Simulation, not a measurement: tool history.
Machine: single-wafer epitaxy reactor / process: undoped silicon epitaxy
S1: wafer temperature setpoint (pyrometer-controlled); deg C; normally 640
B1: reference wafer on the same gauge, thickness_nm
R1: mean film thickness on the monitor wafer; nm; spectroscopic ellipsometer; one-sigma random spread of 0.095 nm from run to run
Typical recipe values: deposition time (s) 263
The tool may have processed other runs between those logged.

{"run": 1, "hour": 0.0, "S1": 640, "deposition time (s)": 263, "B1": 40.495, "R1": 35.501}
{"run": 2, "hour": 44.6, "S1": 640, "deposition time (s)": 263, "B1": 40.466, "R1": 35.649}
{"run": 3, "hour": 80.3, "S1": 640, "deposition time (s)": 263, "B1": 40.531, "R1": 35.778}
{"run": 4, "hour": 118.3, "S1": 640, "deposition time (s)": 263, "B1": 40.487, "R1": 35.694}
{"hour": 151.5, "done": "pyrometer calibrated"}
{"run": 5, "hour": 155.7, "S1": 640, "deposition time (s)": 263, "B1": 40.506, "R1": 36.134}
{"run": 6, "hour": 196.3, "S1": 640, "deposition time (s)": 263, "B1": 40.522, "R1": 36.071}
{"run": 7, "hour": 256.8, "S1": 640, "deposition time (s)": 239, "B1": 40.529, "R1": 32.857}
{"run": 8, "hour": 290.8, "S1": 640, "deposition time (s)": 263, "B1": 40.498, "R1": 35.882}
{"run": 9, "hour": 327.0, "S1": 640, "deposition time (s)": 263, "B1": 40.499, "R1": 36.115}
{"run": 10, "hour": 363.8, "S1": 640, "deposition time (s)": 263, "B1": 40.474, "R1": 35.872}
{"run": 11, "hour": 398.3, "S1": 640, "deposition time (s)": 263, "B1": 40.513, "R1": 35.842}
{"run": 12, "hour": 457.1, "S1": 640, "deposition time (s)": 263, "B1": 40.543, "R1": 35.8}
{"run": 13, "hour": 517.2, "S1": 631, "deposition time (s)": 227, "B1": 40.499, "R1": 24.364}
{"run": 14, "hour": 574.6, "S1": 645, "deposition time (s)": 263, "B1": 40.481, "R1": 40.451}
{"run": 15, "hour": 627.3, "S1": 645, "deposition time (s)": 263, "B1": 40.477, "R1": 40.596}
{"run": 16, "hour": 666.4, "S1": 645, "deposition time (s)": 263, "B1": 40.515, "R1": 40.59}
{"run": 17, "hour": 780.0, "S1": 643, "deposition time (s)": 295, "B1": 40.502, "R1": 43.279}
{"run": 18, "hour": 812.9, "S1": 647, "deposition time (s)": 263, "B1": 40.514, "R1": 42.538}
{"run": 19, "hour": 877.1, "S1": 647, "deposition time (s)": 263, "B1": 40.513, "R1": 42.5}
{"run": 20, "hour": 907.3, "S1": 640, "deposition time (s)": 249, "B1": 40.501, "R1": 33.646}
{"run": 21, "hour": 964.9, "S1": 640, "deposition time (s)": 249, "B1": 40.501, "R1": 33.824}
{"run": 22, "hour": 1032.4, "S1": 640, "deposition time (s)": 263, "B1": 40.446, "R1": 35.777}
{"run": 23, "hour": 1063.2, "S1": 640, "deposition time (s)": 263, "B1": 40.55, "R1": 35.539}
{"hour": 1087.8, "done": "pyrometer calibrated"}
{"run": 24, "hour": 1122.8, "S1": 630, "deposition time (s)": 288, "B1": 40.485, "R1": 30.631}
{"run": 25, "hour": 1158.7, "S1": 627, "deposition time (s)": 263, "B1": 40.532, "R1": 25.971}
{"run": 26, "hour": 1185.1, "S1": 640, "deposition time (s)": 263, "B1": 40.54, "R1": 36.094}
{"run": 27, "hour": 1240.9, "S1": 640, "deposition time (s)": 295, "B1": 40.49, "R1": 40.528}
{"run": 28, "hour": 1291.2, "S1": 640, "deposition time (s)": 216, "B1": 40.501, "R1": 29.509}
{"hour": 1308.2, "done": "gauge calibrated"}
{"run": 29, "hour": 1318.1, "S1": 640, "deposition time (s)": 263, "B1": 40.529, "R1": 35.973}
{"run": 30, "hour": 1353.8, "S1": 640, "deposition time (s)": 263, "B1": 40.51, "R1": 35.79}
{"run": 31, "hour": 1424.7, "S1": 631, "deposition time (s)": 227, "B1": 40.491, "R1": 24.54}
{"run": 32, "hour": 1479.5, "S1": 640, "deposition time (s)": 263, "B1": 40.507, "R1": 35.886}
{"run": 33, "hour": 1514.2, "S1": 648, "deposition time (s)": 313, "B1": 40.536, "R1": 52.093}
{"run": 34, "hour": 1546.5, "S1": 631, "deposition time (s)": 302, "B1": 40.508, "R1": 32.751}
{"run": 35, "hour": 1583.7, "S1": 633, "deposition time (s)": 235, "B1": 40.479, "R1": 26.795}
{"run": 36, "hour": 1757.5, "S1": 636, "deposition time (s)": 226, "B1": 40.487, "R1": 27.769}
{"run": 37, "hour": 1803.0, "S1": 652, "deposition time (s)": 299, "B1": 40.511, "R1": 54.822}
{"run": 38, "hour": 1833.2, "S1": 640, "deposition time (s)": 263, "B1": 40.534, "R1": 35.789}
{"run": 39, "hour": 1902.6, "S1": 633, "deposition time (s)": 298, "B1": 40.509, "R1": 33.899}
{"run": 40, "hour": 1935.0, "S1": 645, "deposition time (s)": 284, "B1": 40.513, "R1": 43.909}
{"run": 41, "hour": 1977.4, "S1": 640, "deposition time (s)": 263, "B1": 40.49, "R1": 35.794}
{"run": 42, "hour": 2021.4, "S1": 629, "deposition time (s)": 287, "B1": 40.522, "R1": 29.262}
{"run": 43, "hour": 2046.1, "S1": 644, "deposition time (s)": 304, "B1": 40.488, "R1": 45.658}
{"run": 44, "hour": 2077.9, "S1": 628, "deposition time (s)": 217, "B1": 40.47, "R1": 21.593}
{"run": 45, "hour": 2149.2, "S1": 627, "deposition time (s)": 217, "B1": 40.457, "R1": 21.024}
{"run": 46, "hour": 2210.4, "S1": 651, "deposition time (s)": 279, "B1": 40.557, "R1": 49.965}

Alternative continuations, all from the tool just after run 46; predict every row:
{"run": "A", "hour": 2210.9, "S1": 625, "deposition time (s)": 263, "B1": "?", "R1": "?"}
{"run": "B", "hour": 2210.9, "S1": 653, "deposition time (s)": 263, "B1": "?", "R1": "?"}
{"run": "C", "hour": 2210.9, "S1": 649, "deposition time (s)": 296, "B1": "?", "R1": "?"}

run=A B1=40.487 R1=24.275
run=B B1=40.487 R1=49.560
run=C B1=40.487 R1=50.524
Stripped of hidden state, with their random variation kept, the same runs would have yielded:
run=A R1=24.611
run=B R1=50.197
run=C R1=51.181
